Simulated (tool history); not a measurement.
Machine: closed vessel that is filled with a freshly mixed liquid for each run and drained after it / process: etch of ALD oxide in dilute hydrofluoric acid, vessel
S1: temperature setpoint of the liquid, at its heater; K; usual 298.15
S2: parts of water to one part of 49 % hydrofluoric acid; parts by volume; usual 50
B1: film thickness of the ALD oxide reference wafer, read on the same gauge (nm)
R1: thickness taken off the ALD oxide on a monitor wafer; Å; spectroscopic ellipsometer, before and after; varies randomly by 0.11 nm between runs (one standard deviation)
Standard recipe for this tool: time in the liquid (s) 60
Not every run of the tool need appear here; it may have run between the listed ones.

run 1 hour=0 | S1=295.65 S2=60 time_in_the_liquid_(s)=60 | B1=90.02 | R1=158.2
run 2 hour=34 | S1=295.65 S2=60 time_in_the_liquid_(s)=60 | B1=90 | R1=157.3
run 3 hour=57.4 | S1=295.65 S2=60 time_in_the_liquid_(s)=60 | B1=90.02 | R1=158.4
run 4 hour=92.9 | S1=300.65 S2=50 time_in_the_liquid_(s)=60 | B1=89.96 | R1=235.4
run 5 hour=125.2 | S1=297.15 S2=50 time_in_the_liquid_(s)=60 | B1=89.99 | R1=203.6
run 6 hour=157.8 | S1=297.15 S2=50 time_in_the_liquid_(s)=60 | B1=90 | R1=206.7
run 7 hour=180.5 | S1=297.15 S2=50 time_in_the_liquid_(s)=60 | B1=90 | R1=203.1
run 8 hour=213.8 | S1=298.15 S2=45 time_in_the_liquid_(s)=60 | B1=89.99 | R1=237.2
-- hour=263.6 hydrofluoric acid flow meter replaced
run 9 hour=321.6 | S1=298.15 S2=40 time_in_the_liquid_(s)=60 | B1=90 | R1=269
run 10 hour=347.6 | S1=298.15 S2=50 time_in_the_liquid_(s)=75 | B1=89.98 | R1=267.5
run 11 hour=366 | S1=298.15 S2=50 time_in_the_liquid_(s)=75 | B1=90.05 | R1=265.9
run 12 hour=394.1 | S1=298.15 S2=50 time_in_the_liquid_(s)=60 | B1=89.97 | R1=214
-- hour=401.2 thermometer replaced
run 13 hour=406.9 | S1=298.15 S2=50 time_in_the_liquid_(s)=60 | B1=90 | R1=211.1
run 14 hour=420 | S1=298.15 S2=50 time_in_the_liquid_(s)=60 | B1=90 | R1=213.1
run 15 hour=435.1 | S1=298.15 S2=40 time_in_the_liquid_(s)=50 | B1=90.04 | R1=226.8
run 16 hour=468.5 | S1=294.65 S2=50 time_in_the_liquid_(s)=30 | B1=90 | R1=92.3

Predict the results of run 17:
run 17 hour=481.2 | S1=298.15 S2=30 time_in_the_liquid_(s)=80 | B1=? | R1=?

B1: 90.02
R1: 484.2 Å
Take away the tool's hidden state, keep the run-to-run variation as it was, and the same run would have given R1 484.2 Å.
